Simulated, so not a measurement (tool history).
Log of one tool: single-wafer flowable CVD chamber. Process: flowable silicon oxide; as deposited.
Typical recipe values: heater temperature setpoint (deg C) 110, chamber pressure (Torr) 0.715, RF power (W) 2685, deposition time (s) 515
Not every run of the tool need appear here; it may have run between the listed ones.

| run | hour | heater temperature setpoint (deg C) | chamber pressure (Torr) | RF power (W) | deposition time (s) | read-back reference wafer on the same gauge, thickness_nm | mean film thickness on the monitor wafer (angstrom) |
|---|---|---|---|---|---|---|---|
| 1 | 0.0 | 110 | 0.715 | 2685 | 515 | 245.961 | 2436.42 |
|  | 88.3 | capacitance manometer re-zeroed and calibrated |
| 2 | 88.8 | 110 | 0.715 | 2685 | 515 | 246.297 | 2314.83 |
| 3 | 152.1 | 110 | 0.715 | 2535 | 464 | 245.987 | 2073.94 |
| 4 | 239.8 | 110 | 0.715 | 2685 | 515 | 245.810 | 2327.22 |
| 5 | 305.5 | 116 | 0.792 | 2685 | 515 | 246.206 | 2183.88 |
| 6 | 352.4 | 98 | 0.589 | 3215 | 515 | 245.916 | 2779.78 |
| 7 | 452.7 | 110 | 0.715 | 2685 | 515 | 246.118 | 2324.00 |
| 8 | 642.1 | 110 | 0.715 | 2685 | 515 | 245.937 | 2327.43 |
| 9 | 724.5 | 98 | 0.715 | 2485 | 481 | 246.132 | 3078.74 |
| 10 | 769.3 | 118 | 0.588 | 2375 | 515 | 246.090 | 1526.83 |
| 11 | 870.9 | 110 | 0.715 | 2190 | 419 | 245.559 | 1857.48 |
|  | 907.7 | RF generator calibrated |
| 12 | 933.0 | 99 | 0.667 | 2345 | 515 | 245.866 | 2928.58 |
| 13 | 1004.3 | 100 | 0.557 | 3115 | 478 | 245.993 | 2311.22 |
| 14 | 1041.8 | 110 | 0.657 | 2685 | 613 | 245.831 | 2551.98 |
|  | 1055.0 | thermocouple changed; heater temperature recalibrated |
| 15 | 1102.5 | 110 | 0.715 | 2685 | 515 | 246.233 | 2316.07 |
| 16 | 1202.6 | 110 | 0.880 | 2685 | 515 | 245.878 | 2892.53 |
| 17 | 1308.0 | 110 | 0.715 | 2685 | 515 | 245.813 | 2346.66 |
| 18 | 1405.0 | 118 | 0.610 | 2685 | 542 | 246.355 | 1702.90 |
| 19 | 1488.4 | 110 | 0.715 | 2685 | 515 | 245.842 | 2369.60 |
| 20 | 1576.3 | 102 | 0.715 | 2970 | 548 | 246.507 | 3215.30 |
| 21 | 1647.3 | 110 | 0.715 | 2685 | 515 | 246.258 | 2374.76 |
| 22 | 1708.4 | 110 | 0.715 | 2685 | 515 | 246.134 | 2382.23 |
| 23 | 1781.4 | 110 | 0.715 | 2685 | 574 | 245.771 | 2667.29 |
|  | 1793.0 | gauge calibrated |
| 24 | 1826.5 | 110 | 0.715 | 2685 | 515 | 246.055 | 2393.06 |
| 25 | 1884.1 | 110 | 0.715 | 2685 | 515 | 245.657 | 2396.40 |
| 26 | 1969.8 | 97 | 0.715 | 2685 | 515 | 246.046 | 3548.50 |
| 27 | 2047.8 | 99 | 0.715 | 2685 | 515 | 245.835 | 3329.65 |
| 28 | 2135.0 | 124 | 0.558 | 2320 | 455 | 245.912 | 1142.12 |

Results per run with the tool's hidden condition removed, run-to-run variation unchanged:
Unlogged tool condition in this case: wafer temperature above the value expected at the setpoint (K); delivered RF power above the setpoint (%); true pressure above the setpoint (%); gauge reads high (%).
| run | mean film thickness on the monitor wafer (angstrom) |
|---|---|
| 1 | 2265.25 |
| 2 | 2272.70 |
| 3 | 2036.10 |
| 4 | 2284.24 |
| 5 | 2144.26 |
| 6 | 2726.91 |
| 7 | 2278.08 |
| 8 | 2276.70 |
| 9 | 3008.12 |
| 10 | 1490.76 |
| 11 | 1810.53 |
| 12 | 2850.89 |
| 13 | 2244.14 |
| 14 | 2478.51 |
| 15 | 2246.76 |
| 16 | 2803.90 |
| 17 | 2264.50 |
| 18 | 1637.82 |
| 19 | 2274.35 |
| 20 | 3077.16 |
| 21 | 2267.16 |
| 22 | 2269.29 |
| 23 | 2533.90 |
| 24 | 2269.42 |
| 25 | 2267.39 |
| 26 | 3345.58 |
| 27 | 3128.72 |
| 28 | 1065.97 |
